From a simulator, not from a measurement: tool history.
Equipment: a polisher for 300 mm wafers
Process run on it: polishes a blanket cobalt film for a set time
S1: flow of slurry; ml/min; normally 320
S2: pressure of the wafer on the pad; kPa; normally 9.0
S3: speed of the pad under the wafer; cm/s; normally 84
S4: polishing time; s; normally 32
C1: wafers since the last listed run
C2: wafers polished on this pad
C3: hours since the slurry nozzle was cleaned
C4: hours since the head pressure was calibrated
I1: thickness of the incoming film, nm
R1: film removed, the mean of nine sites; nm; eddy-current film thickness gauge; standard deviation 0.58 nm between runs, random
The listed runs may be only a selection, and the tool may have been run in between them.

run	hour	S1	S2	S3	S4	C1	C2	C3	C4	I1	R1
1	0.0	320	9.0	76	32	0	947	157.0	893.3	717.7	71.5
2	22.8	320	9.0	76	32	225	1173	179.8	916.1	714.4	70.8
# hour 50.8: slurry nozzle cleaned
3	58.1	320	9.0	84	32	339	1512	7.3	951.4	713.3	80.5
# hour 62.9: worn pad replaced by a new one
4	77.4	320	9.0	84	32	151	143	26.6	970.7	718.9	79.8
5	91.6	320	9.0	84	32	140	284	40.8	984.9	718.3	81.0
6	117.9	320	9.0	84	32	260	544	67.1	1011.2	716.2	79.6
7	141.5	320	9.0	84	32	233	778	90.7	1034.8	715.6	80.3
8	160.1	320	9.0	84	32	184	962	109.3	1053.4	716.4	80.5
9	179.1	320	9.0	106	29	188	1150	128.3	1072.4	718.3	92.3
10	211.1	320	9.0	98	32	316	1467	160.3	1104.4	726.4	93.4
# hour 220.1: worn pad replaced by a new one
11	228.4	320	9.0	98	32	131	81	177.6	1121.7	718.9	92.8
# hour 267.6: slurry nozzle cleaned
12	268.2	320	9.0	98	32	384	466	0.6	1161.5	715.9	94.4
13	287.2	320	10.3	100	32	188	654	19.6	1180.5	726.3	104.5
14	319.2	320	10.3	100	32	316	971	51.6	1212.5	719.0	104.8
# hour 334.6: head pressure recalibrated
15	341.6	365	9.0	84	35	202	1173	74.0	7.0	716.0	82.7
# hour 346.2: worn pad replaced by a new one
16	381.8	320	9.0	56	37	358	352	114.2	47.2	714.5	57.9
17	404.0	320	9.0	84	32	219	572	136.4	69.4	724.1	75.0
18	438.9	215	8.3	84	22	345	917	171.3	104.3	720.5	47.2
# hour 446.5: slurry nozzle cleaned
19	461.0	320	10.3	100	32	208	1126	14.5	126.4	719.4	99.1
# hour 469.7: worn pad replaced by a new one
20	496.9	320	9.0	72	32	315	269	50.4	162.3	707.6	65.2
21	510.1	240	6.2	84	32	130	400	63.6	175.5	709.9	61.1
22	535.7	380	12.4	110	27	253	653	89.2	201.1	726.2	104.5
23	561.6	320	10.3	84	32	256	910	115.1	227.0	727.9	83.1
24	577.9	430	10.3	96	24	161	1071	131.4	243.3	721.8	72.3
25	598.8	320	9.0	84	32	206	1278	152.3	264.2	715.9	75.0
# hour 623.0: worn pad replaced by a new one
26	623.5	400	9.7	108	22	204	4	177.0	288.9	726.4	70.3
27	651.1	270	9.0	100	32	273	278	204.6	316.5	717.7	86.9
# hour 656.1: slurry nozzle cleaned
28	665.5	320	9.0	98	32	132	410	9.4	330.9	728.1	88.9
29	686.7	320	9.0	84	32	209	620	30.6	352.1	727.3	77.0
30	702.9	320	11.0	84	32	160	781	46.8	368.3	720.9	87.7
31	724.4	320	9.0	84	27	212	994	68.3	389.8	723.4	65.0

3 options for the next run, each taken on its own from the tool as it stands now. Forecast them:
A	724.8	215	9.0	84	32	3	998	68.7	390.2	726.1	?
B	724.8	320	9.7	56	32	3	998	68.7	390.2	726.1	?
C	724.8	320	9.0	108	32	3	998	68.7	390.2	726.1	?

run	R1
A	74.8
B	53.4
C	98.4
The same runs, with their run-to-run variation unchanged, on a tool lacking any hidden condition would have given:
run	R1
A	73.8
B	52.6
C	96.9
